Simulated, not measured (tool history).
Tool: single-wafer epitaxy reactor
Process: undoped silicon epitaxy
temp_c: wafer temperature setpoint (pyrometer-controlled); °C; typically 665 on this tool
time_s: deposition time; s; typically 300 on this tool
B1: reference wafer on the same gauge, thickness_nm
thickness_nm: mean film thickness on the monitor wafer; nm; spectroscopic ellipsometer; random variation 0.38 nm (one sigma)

Run 1, hour 0: usual settings; B1 60.501. Result: thickness_nm 67.426 nm.
Run 2, hour 6.1: usual settings but time_s 346 s; B1 60.622. Result: thickness_nm 77.786 nm.
Run 3, hour 18.2: usual settings but time_s 346 s; B1 60.642. Result: thickness_nm 76.995 nm.
Run 4, hour 33.9: usual settings but time_s 346 s; B1 60.639. Result: thickness_nm 76.99 nm.
Run 5, hour 43.3: usual settings but time_s 279 s; B1 60.599. Result: thickness_nm 62.409 nm.
Run 6, hour 59.2: usual settings but time_s 279 s; B1 60.646. Result: thickness_nm 62.52 nm.
Run 7, hour 68.3: usual settings but time_s 332 s; B1 60.454. Result: thickness_nm 73.91 nm.
Run 8, hour 74.7: usual settings but time_s 332 s; B1 60.607. Result: thickness_nm 73.417 nm.
Run 9, hour 91.7: usual settings; B1 60.493. Result: thickness_nm 66.713 nm.
Run 10, hour 101.5: usual settings; B1 60.624. Result: thickness_nm 67.372 nm.
Run 11, hour 112.1: usual settings; B1 60.689. Result: thickness_nm 66.465 nm.
Run 12, hour 119.8: usual settings; B1 60.598. Result: thickness_nm 66.572 nm.
Run 13, hour 126.2: usual settings; B1 60.633. Result: thickness_nm 66.782 nm.
At hour 156.8: pyrometer calibrated.
Run 14, hour 175.1: usual settings; B1 60.572. Result: thickness_nm 66.861 nm.
Run 15, hour 191.8: usual settings; B1 60.63. Result: thickness_nm 67.361 nm.
Run 16, hour 199.9: usual settings; B1 60.536. Result: thickness_nm 66.612 nm.
Run 17, hour 206.4: usual settings but temp_c 658 °C, time_s 245 s; B1 60.545. Result: thickness_nm 46.422 nm.
Run 18, hour 218.4: usual settings but temp_c 658 °C, time_s 250 s; B1 60.632. Result: thickness_nm 48.165 nm.
Run 19, hour 233.8: usual settings but temp_c 678 °C, time_s 265 s; B1 60.561. Result: thickness_nm 77.985 nm.
Run 20, hour 248.8: usual settings but temp_c 675 °C, time_s 255 s; B1 60.567. Result: thickness_nm 70.319 nm.
Run 21, hour 264.7: usual settings but time_s 332 s; B1 60.525. Result: thickness_nm 74.637 nm.

Run 22 is up next; what results do you expect?
Run 22, hour 271: usual settings but time_s 283 s; B1 ?. Result: thickness_nm ?.

Run 22 came out at B1 60.549, thickness_nm 63.45 nm.
Take away the tool's hidden state, keep the run-to-run variation as it was, and the same run would have given thickness_nm 63.45 nm.
